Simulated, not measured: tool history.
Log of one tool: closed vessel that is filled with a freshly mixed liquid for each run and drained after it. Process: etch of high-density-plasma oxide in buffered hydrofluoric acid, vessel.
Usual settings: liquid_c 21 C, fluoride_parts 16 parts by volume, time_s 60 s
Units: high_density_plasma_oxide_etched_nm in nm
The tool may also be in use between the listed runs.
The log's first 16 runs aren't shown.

run,hour,liquid_c,fluoride_parts,time_s,"read-back film thickness of the high-density-plasma oxide reference wafer, read on the same gauge (nm)",high_density_plasma_oxide_etched_nm
17,188.9,21,16,75,80.04,54.97
18,200.6,21,13.5,80,79.98,69.9
19,208.8,17,19,50,79.97,25.01
20,226.1,24,12.5,60,79.98,66.23
21,240.1,21,18,50,80.03,32.67
22,256,21,10.5,60,80.03,66.54
23,263.9,21,16,60,80,44.53
24,273,22.5,20,95,80,61.34
25,284.6,21,16,45,80,33.47
26,298.6,21,16,90,79.99,67.03
27,317.7,21,18,60,79.99,39.6
28,328.7,22.5,11.5,30,79.98,33.48
29,344.8,19.5,16,90,79.98,61.51
30,354.4,21,11.5,60,80.01,61.65

The next listed run, before its measurement:
31,361.2,21,22,60,?,?

read-back film thickness of the high-density-plasma oxide reference wafer, read on the same gauge (nm): 80.01
high_density_plasma_oxide_etched_nm: 33.54 nm
Without the tool's hidden state the same run would have given high_density_plasma_oxide_etched_nm 33 nm.

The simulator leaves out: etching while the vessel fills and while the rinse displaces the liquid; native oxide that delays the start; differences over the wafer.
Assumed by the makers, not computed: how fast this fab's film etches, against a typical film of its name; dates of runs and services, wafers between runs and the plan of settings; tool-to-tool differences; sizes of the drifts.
